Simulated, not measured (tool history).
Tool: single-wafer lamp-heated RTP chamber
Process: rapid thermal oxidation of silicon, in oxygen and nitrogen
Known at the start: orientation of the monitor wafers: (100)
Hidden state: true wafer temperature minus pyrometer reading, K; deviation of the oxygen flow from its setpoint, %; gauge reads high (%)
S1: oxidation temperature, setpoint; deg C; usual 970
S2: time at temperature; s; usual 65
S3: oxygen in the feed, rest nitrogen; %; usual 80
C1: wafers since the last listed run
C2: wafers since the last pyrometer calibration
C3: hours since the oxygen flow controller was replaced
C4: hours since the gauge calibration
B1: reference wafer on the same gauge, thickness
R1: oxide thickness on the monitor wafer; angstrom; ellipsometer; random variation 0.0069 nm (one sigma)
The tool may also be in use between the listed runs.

run	hour	S1	S2	S3	C1	C2	C3	C4	B1	R1
1	0	970	65	98	0	4	4582.3	783.4	5.127	49.1
2	11.2	970	65	98	107	112	4593.5	794.6	5.131	49.24
3	30.4	970	65	80	183	295	4612.7	813.8	5.131	46
4	60.5	970	65	80	288	584	4642.8	843.9	5.132	46.27
5	79.8	970	65	80	184	769	4662.1	863.2	5.128	46.18
6	110.8	970	65	80	296	1066	4693.1	894.2	5.129	46.31
7	141.4	970	65	80	293	1359	4723.7	924.8	5.134	46.41
8	155.4	970	65	80	134	1493	4737.7	938.8	5.131	46.45
9	181	970	65	80	245	1738	4763.3	964.4	5.129	46.54
10	193.1	970	54	80	115	1854	4775.4	976.5	5.131	43.24
11	225.1	970	65	70	306	2160	4807.4	1008.5	5.133	44.74
# hour 255.5: pyrometer window cleaned and pyrometer calibrated
12	266.8	970	78	80	322	108	4849.1	1050.2	5.133	49.67
13	302.2	970	65	80	339	447	4884.5	1085.6	5.131	45.97
14	327	970	65	80	237	684	4909.3	1110.4	5.129	46.19
15	357.7	970	65	80	294	978	4940	1141.1	5.132	46.35
16	375.3	970	65	80	168	1147	4957.6	1158.7	5.129	46.29
17	393.1	970	65	80	170	1317	4975.4	1176.5	5.128	46.45
# hour 400.3: gauge calibrated
18	436.9	970	65	80	419	1737	5019.2	36.6	5.13	46.49
19	468.9	970	33	90	306	2043	5051.2	68.6	5.132	36.87
20	483.4	982	82	51	138	2182	5065.7	83.1	5.129	48.52
# hour 515.7: pyrometer window cleaned and pyrometer calibrated
21	516.2	970	65	80	237	5	5098.5	115.9	5.132	45.91
22	531.5	990	65	70	146	151	5113.8	131.2	5.13	50.67
23	562.3	982	82	51	295	446	5144.6	162	5.131	47.86
24	588.6	970	65	68	251	698	5170.9	188.3	5.131	43.81
25	614	970	65	80	243	942	5196.3	213.7	5.13	46.27
# hour 628.6: oxygen flow controller replaced
26	629	970	65	80	67	1009	0.4	228.7	5.129	46.25
27	646.1	970	74	95	163	1172	17.5	245.8	5.131	51.75
28	668.6	986	65	57	215	1388	40	268.3	5.131	46.63
29	681.3	970	65	92	121	1510	52.7	281	5.132	48.59
30	705.2	970	65	60	228	1739	76.6	304.9	5.127	42.32
31	732.2	970	65	80	258	1997	103.6	331.9	5.132	46.53
# hour 751.3: pyrometer window cleaned and pyrometer calibrated
32	756.3	952	65	80	154	47	127.7	356	5.133	40.41
33	787	970	65	80	294	341	158.4	386.7	5.131	45.94
34	814.1	987	65	52	259	601	185.5	413.8	5.13	45.28
35	845	995	65	80	295	897	216.4	444.7	5.13	55.3
36	859.5	951	54	80	138	1036	230.9	459.2	5.129	37.58
37	887.1	949	51	98	264	1300	258.5	486.8	5.129	38.58
38	909	970	83	80	209	1510	280.4	508.7	5.131	51.54

Some steps in R1 between neighbouring runs. How much of each would the tool show without its hidden state too (settings, what came in, random variation), and how much is left for the hidden state, with any gauge scatter that isn't in both results?
Run 11 -> 12: S2 65 -> 78, S3 70 -> 80, pyrometer window cleaned and pyrometer calibrated. R1 +4.93 angstrom: hidden state -0.59, all else +5.52.
Run 19 -> 20: S1 970 -> 982, S2 33 -> 82, S3 90 -> 51. R1 +11.65 angstrom: hidden state +0.26, all else +11.39.
Run 20 -> 21: S1 982 -> 970, S2 82 -> 65, S3 51 -> 80, pyrometer window cleaned and pyrometer calibrated. R1 -2.61 angstrom: hidden state -0.76, all else -1.85.
Run 31 -> 32: S1 970 -> 952, pyrometer window cleaned and pyrometer calibrated. R1 -6.12 angstrom: hidden state -0.63, all else -5.49.
Run 35 -> 36: S1 995 -> 951, S2 65 -> 54. R1 -17.72 angstrom: hidden state -0.12, all else -17.6.
Run 37 -> 38: S1 949 -> 970, S2 51 -> 83, S3 98 -> 80. R1 +12.96 angstrom: hidden state +0.23, all else +12.73.
